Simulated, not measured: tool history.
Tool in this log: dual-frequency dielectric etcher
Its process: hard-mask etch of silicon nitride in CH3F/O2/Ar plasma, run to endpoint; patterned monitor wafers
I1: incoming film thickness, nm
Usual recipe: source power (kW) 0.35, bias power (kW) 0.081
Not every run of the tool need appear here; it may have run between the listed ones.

Run 1, hour 0: usual settings but source power (kW) 0.37; I1 55.9. Result: endpoint time (s) 73.9.
Run 2, hour 41: usual settings but source power (kW) 0.37; I1 56.2. Result: endpoint time (s) 75.8.
At hour 78.6: wet clean of the chamber.
Run 3, hour 84.8: usual settings but source power (kW) 0.4; I1 56. Result: endpoint time (s) 72.7.
Run 4, hour 153.9: usual settings; I1 55.4. Result: endpoint time (s) 76.6.
Run 5, hour 197.2: usual settings; I1 55.9. Result: endpoint time (s) 77.1.
Run 6, hour 264.5: usual settings; I1 56.1. Result: endpoint time (s) 77.8.
Run 7, hour 335.8: usual settings; I1 55.1. Result: endpoint time (s) 75.7.
Run 8, hour 396.6: usual settings but bias power (kW) 0.087; I1 55.3. Result: endpoint time (s) 74.3.
Run 9, hour 467: usual settings but bias power (kW) 0.087; I1 55.7. Result: endpoint time (s) 74.9.
At hour 509: wet clean of the chamber.
Run 10, hour 662.8: usual settings but source power (kW) 0.29, bias power (kW) 0.073; I1 55.2. Result: endpoint time (s) 87.5.
Run 11, hour 699: usual settings but source power (kW) 0.29, bias power (kW) 0.073; I1 55.8. Result: endpoint time (s) 87.2.
Run 12, hour 758.1: usual settings; I1 55.6. Result: endpoint time (s) 77.4.
Run 13, hour 790.4: usual settings but bias power (kW) 0.093; I1 56. Result: endpoint time (s) 74.8.
Run 14, hour 852.9: usual settings but bias power (kW) 0.093; I1 55.8. Result: endpoint time (s) 74.2.
At hour 901.8: wet clean of the chamber.
Run 15, hour 902.3: usual settings but bias power (kW) 0.093; I1 55.9. Result: endpoint time (s) 74.5.
Run 16, hour 945: usual settings but bias power (kW) 0.089; I1 55.2. Result: endpoint time (s) 74.5.
At hour 964.4: bias power generator calibrated.
Run 17, hour 1004: usual settings but source power (kW) 0.38; I1 55.9. Result: endpoint time (s) 73.6.
Run 18, hour 1030.5: usual settings but source power (kW) 0.28, bias power (kW) 0.097; I1 56.5. Result: endpoint time (s) 85.8.
Run 19, hour 1063.1: usual settings but source power (kW) 0.32; I1 55.7. Result: endpoint time (s) 81.9.
Run 20, hour 1128.8: usual settings but source power (kW) 0.28, bias power (kW) 0.088; I1 55.8. Result: endpoint time (s) 86.5.
At hour 1215: upper electrode replaced.
Run 21, hour 1215.5: usual settings but source power (kW) 0.28; I1 55.5. Result: endpoint time (s) 87.3.
At hour 1226: source power generator calibrated.
Run 22, hour 1231.5: usual settings but bias power (kW) 0.098; I1 55.4. Result: endpoint time (s) 73.1.
Run 23, hour 1294.7: usual settings but source power (kW) 0.29, bias power (kW) 0.073; I1 55.7. Result: endpoint time (s) 87.9.
At hour 1348.9: wet clean of the chamber.
Run 24, hour 1358.9: usual settings but source power (kW) 0.3; I1 56. Result: endpoint time (s) 83.8.
Run 25, hour 1411.9: usual settings; I1 56.3. Result: endpoint time (s) 78.4.

Run 26, settings as shown, results not yet in. Your forecast:
Run 26, hour 1482.2: usual settings but source power (kW) 0.32, bias power (kW) 0.1; I1 56.1. Result: endpoint time (s) ?.

{"run 26": {"endpoint time (s)": 78}}
Take away the tool's hidden state, keep the run-to-run variation as it was, and the same run would have given endpoint time (s) 78.
